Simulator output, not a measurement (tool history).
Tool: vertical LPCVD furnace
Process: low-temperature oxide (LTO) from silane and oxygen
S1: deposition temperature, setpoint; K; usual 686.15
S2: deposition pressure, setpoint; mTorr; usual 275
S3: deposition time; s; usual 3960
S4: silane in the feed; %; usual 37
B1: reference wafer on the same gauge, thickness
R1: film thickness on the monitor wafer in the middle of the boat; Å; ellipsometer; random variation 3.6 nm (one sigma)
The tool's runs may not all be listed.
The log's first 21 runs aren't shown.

| run | hour | S1 | S2 | S3 | S4 | B1 | R1 |
|---|---|---|---|---|---|---|---|
| 22 | 1444.2 | 691.15 | 320 | 5100 | 40 | 755.81 | 13865.9 |
| 23 | 1537.3 | 681.15 | 275 | 3960 | 37 | 755.3 | 7648.2 |
| 24 | 1611.2 | 678.15 | 275 | 5340 | 37 | 754.93 | 9990.9 |
| 25 | 1663.2 | 686.15 | 275 | 3960 | 37 | 755.81 | 8107.4 |
| 26 | 1749.7 | 686.15 | 275 | 5400 | 37 | 754.9 | 11031 |
| 27 | 1831.9 | 686.15 | 215 | 3960 | 31 | 754.8 | 5039.4 |
| 28 | 1917.8 | 686.15 | 305 | 3960 | 41 | 755.15 | 10102.8 |
| 29 | 1983.2 | 686.15 | 275 | 3960 | 40 | 755.04 | 8896.3 |
| 30 | 2061.8 | 686.15 | 325 | 3540 | 35 | 753.87 | 7958.9 |

Forecast each of these 5 alternatives for the next run:
| A | 2067.6 | 686.15 | 275 | 3960 | 37 | ? | ? |
| B | 2067.6 | 686.15 | 275 | 4860 | 40 | ? | ? |
| C | 2067.6 | 697.15 | 275 | 5070 | 37 | ? | ? |
| D | 2067.6 | 690.15 | 215 | 3960 | 39 | ? | ? |
| E | 2067.6 | 695.15 | 275 | 3960 | 31 | ? | ? |

| run | B1 | R1 |
|---|---|---|
| A | 754.92 | 8221 |
| B | 754.92 | 11073.7 |
| C | 754.92 | 11815.2 |
| D | 754.92 | 7177 |
| E | 754.92 | 7183 |
Without the tool's hidden state the same runs would have given:
| run | R1 |
|---|---|
| A | 8081 |
| B | 10885 |
| C | 11613.9 |
| D | 7021.4 |
| E | 7060.6 |
